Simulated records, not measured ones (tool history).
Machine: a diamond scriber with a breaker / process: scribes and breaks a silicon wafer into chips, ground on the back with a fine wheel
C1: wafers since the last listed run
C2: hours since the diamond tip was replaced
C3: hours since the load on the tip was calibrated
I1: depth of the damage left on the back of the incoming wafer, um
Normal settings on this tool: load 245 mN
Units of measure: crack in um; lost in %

Run 1, hour 0: usual settings; C1 0; C2 439.3; C3 1214.1; I1 1.69. Result: crack 16.29 um, lost 1.54 %.
Run 2, hour 51.4: usual settings; C1 107; C2 490.7; C3 1265.5; I1 2.7. Result: crack 16.73 um, lost 2.03 %.
Run 3, hour 124.1: usual settings; C1 151; C2 563.4; C3 1338.2; I1 2.86. Result: crack 16.54 um, lost 2.23 %.
Run 4, hour 225.1: usual settings but load 188 mN; C1 211; C2 664.4; C3 1439.2; I1 2.05. Result: crack 14.46 um, lost 7.87 %.
Run 5, hour 328.4: usual settings but load 188 mN; C1 215; C2 767.7; C3 1542.5; I1 1.92. Result: crack 14.43 um, lost 7.64 %.
At hour 389.2: diamond tip replaced by a new one.
At hour 440.9: load on the tip recalibrated.
Run 6, hour 498.4: usual settings; C1 347; C2 109.2; C3 57.5; I1 1.58. Result: crack 15.96 um, lost 1.56 %.
Run 7, hour 603.4: usual settings; C1 219; C2 214.2; C3 162.5; I1 1.96. Result: crack 16.61 um, lost 1.65 %.
Run 8, hour 709.5: usual settings; C1 221; C2 320.3; C3 268.6; I1 2.64. Result: crack 15.96 um, lost 1.97 %.
Run 9, hour 769.1: usual settings; C1 124; C2 379.9; C3 328.2; I1 2.73. Result: crack 16.3 um, lost 1.91 %.
Run 10, hour 805.3: usual settings; C1 75; C2 416.1; C3 364.4; I1 1.9. Result: crack 16.16 um, lost 1.54 %.
Run 11, hour 887.8: usual settings but load 288 mN; C1 172; C2 498.6; C3 446.9; I1 2.03. Result: crack 18.15 um, lost 5.9 %.
Run 12, hour 947.8: usual settings; C1 125; C2 558.6; C3 506.9; I1 2.33. Result: crack 16.54 um, lost 1.64 %.
Run 13, hour 1039.6: usual settings; C1 191; C2 650.4; C3 598.7; I1 2.3. Result: crack 16.67 um, lost 1.66 %.
Run 14, hour 1079.5: usual settings but load 212 mN; C1 83; C2 690.3; C3 638.6; I1 2.3. Result: crack 15.26 um, lost 4.19 %.
Run 15, hour 1139: usual settings but load 212 mN; C1 124; C2 749.8; C3 698.1; I1 1.73. Result: crack 15.02 um, lost 3.94 %.
At hour 1197: diamond tip replaced by a new one.
Run 16, hour 1209.1: usual settings but load 212 mN; C1 142; C2 12.1; C3 768.2; I1 1.79. Result: crack 15.16 um, lost 3.78 %.
Run 17, hour 1290.8: usual settings but load 216 mN; C1 170; C2 93.8; C3 849.9; I1 2.9. Result: crack 15.27 um, lost 3.36 %.
Run 18, hour 1353.4: usual settings but load 179 mN; C1 130; C2 156.4; C3 912.5; I1 2.15. Result: crack 13.96 um, lost 12.82 %.
Run 19, hour 1457.6: usual settings; C1 217; C2 260.6; C3 1016.7; I1 1.51. Result: crack 16.44 um, lost 1.41 %.
Run 20, hour 1506: usual settings; C1 101; C2 309; C3 1065.1; I1 2.1. Result: crack 17.1 um, lost 1.95 %.
Run 21, hour 1563.5: usual settings; C1 120; C2 366.5; C3 1122.6; I1 2.04. Result: crack 16.45 um, lost 1.88 %.
Run 22, hour 1687.1: usual settings but load 184 mN; C1 258; C2 490.1; C3 1246.2; I1 2.08. Result: crack 14.3 um, lost 8.65 %.
Run 23, hour 1748.7: usual settings; C1 128; C2 551.7; C3 1307.8; I1 2.53. Result: crack 16.57 um, lost 2.2 %.
Run 24, hour 1813: usual settings; C1 134; C2 616; C3 1372.1; I1 1.8. Result: crack 16.83 um, lost 2.12 %.
Run 25, hour 1895.9: usual settings but load 196 mN; C1 173; C2 698.9; C3 1455; I1 2.34. Result: crack 15.13 um, lost 4.58 %.
Run 26, hour 1965.8: usual settings but load 295 mN; C1 146; C2 768.8; C3 1524.9; I1 2.64. Result: crack 18.67 um, lost 12.02 %.
At hour 1995.5: diamond tip replaced by a new one.
Run 27, hour 2013.6: usual settings but load 304 mN; C1 95; C2 18.1; C3 1572.7; I1 2.07. Result: crack 19.29 um, lost 13.3 %.
At hour 2054.8: load on the tip recalibrated.
Run 28, hour 2305.1: usual settings but load 210 mN; C1 605; C2 309.6; C3 250.3; I1 2.54. Result: crack 14.87 um, lost 6.21 %.
Run 29, hour 2375.1: usual settings but load 224 mN; C1 146; C2 379.6; C3 320.3; I1 2.89. Result: crack 15.19 um, lost 3.6 %.
Run 30, hour 2446.6: usual settings; C1 149; C2 451.1; C3 391.8; I1 1.89. Result: crack 16.22 um, lost 1.47 %.
Run 31, hour 2484: usual settings but load 178 mN; C1 78; C2 488.5; C3 429.2; I1 2.93. Result: crack 13.42 um, lost 17.84 %.
Run 32, hour 2552.3: usual settings but load 294 mN; C1 142; C2 556.8; C3 497.5; I1 1.55. Result: crack 17.7 um, lost 6.2 %.
Run 33, hour 2626.2: usual settings but load 181 mN; C1 154; C2 630.7; C3 571.4; I1 2.81. Result: crack 13.25 um, lost 14.35 %.
Run 34, hour 2710.2: usual settings but load 172 mN; C1 175; C2 714.7; C3 655.4; I1 1.88. Result: crack 13.49 um, lost 18.15 %.
At hour 2736.9: diamond tip replaced by a new one.
Run 35, hour 2780.1: usual settings but load 269 mN; C1 141; C2 43.2; C3 725.3; I1 2.45. Result: crack 17.16 um, lost 3.15 %.
Run 36, hour 2862.9: usual settings but load 297 mN; C1 173; C2 126; C3 808.1; I1 2.85. Result: crack 17.96 um, lost 7.47 %.
Run 37, hour 2957.2: usual settings but load 309 mN; C1 197; C2 220.3; C3 902.4; I1 2.5. Result: crack 18.35 um, lost 9.95 %.
Run 38, hour 3002.1: usual settings; C1 93; C2 265.2; C3 947.3; I1 2.26. Result: crack 16.22 um, lost 1.76 %.
Run 39, hour 3082.9: usual settings but load 279 mN; C1 168; C2 346; C3 1028.1; I1 1.86. Result: crack 18.21 um, lost 4.97 %.
Run 40, hour 3162.7: usual settings but load 194 mN; C1 166; C2 425.8; C3 1107.9; I1 2.98. Result: crack 14.44 um, lost 8.63 %.

Measured result minus the same run's result without the hidden state. Both carry the same run-to-run variation, though not necessarily the same gauge scatter:
The hidden state here: share of the diamond tip's cutting effectiveness lost through wear, %; deviation of the load on the tip from its setpoint, %.
run  crack   lost
  1  +0.28  +0.12
  2  +0.33  +0.14
  3  +0.38   +0.2
  4  +0.41  -3.29
  5   +0.5  -4.14
  6  -0.01     +0
  7     +0     +0
  8  +0.01     +0
  9  +0.03     +0
 10  +0.04     +0
 11  +0.07  +0.32
 12  +0.09     +0
 13  +0.12  +0.02
 14  +0.12  -0.56
 15  +0.14  -0.67
 16  +0.18  -0.81
 17  +0.22   -0.8
 18  +0.24  -2.31
 19  +0.34  +0.16
 20  +0.38  +0.24
 21  +0.41  +0.28
 22  +0.45  -3.65
 23  +0.56  +0.47
 24  +0.63  +0.62
 25  +0.63  -3.64
 26  +0.85  +5.11
 27  +0.93  +5.58
 28  -0.14  +0.75
 29  -0.12  +0.39
 30  -0.11  +0.02
 31  -0.08  +0.97
 32  -0.09  -0.47
 33  -0.04  +0.44
 34  -0.02  +0.18
 35  +0.02  +0.04
 36  +0.06  +0.33
 37  +0.13  +0.75
 38  +0.14  +0.03
 39  +0.21  +0.86
 40  +0.22  -1.71

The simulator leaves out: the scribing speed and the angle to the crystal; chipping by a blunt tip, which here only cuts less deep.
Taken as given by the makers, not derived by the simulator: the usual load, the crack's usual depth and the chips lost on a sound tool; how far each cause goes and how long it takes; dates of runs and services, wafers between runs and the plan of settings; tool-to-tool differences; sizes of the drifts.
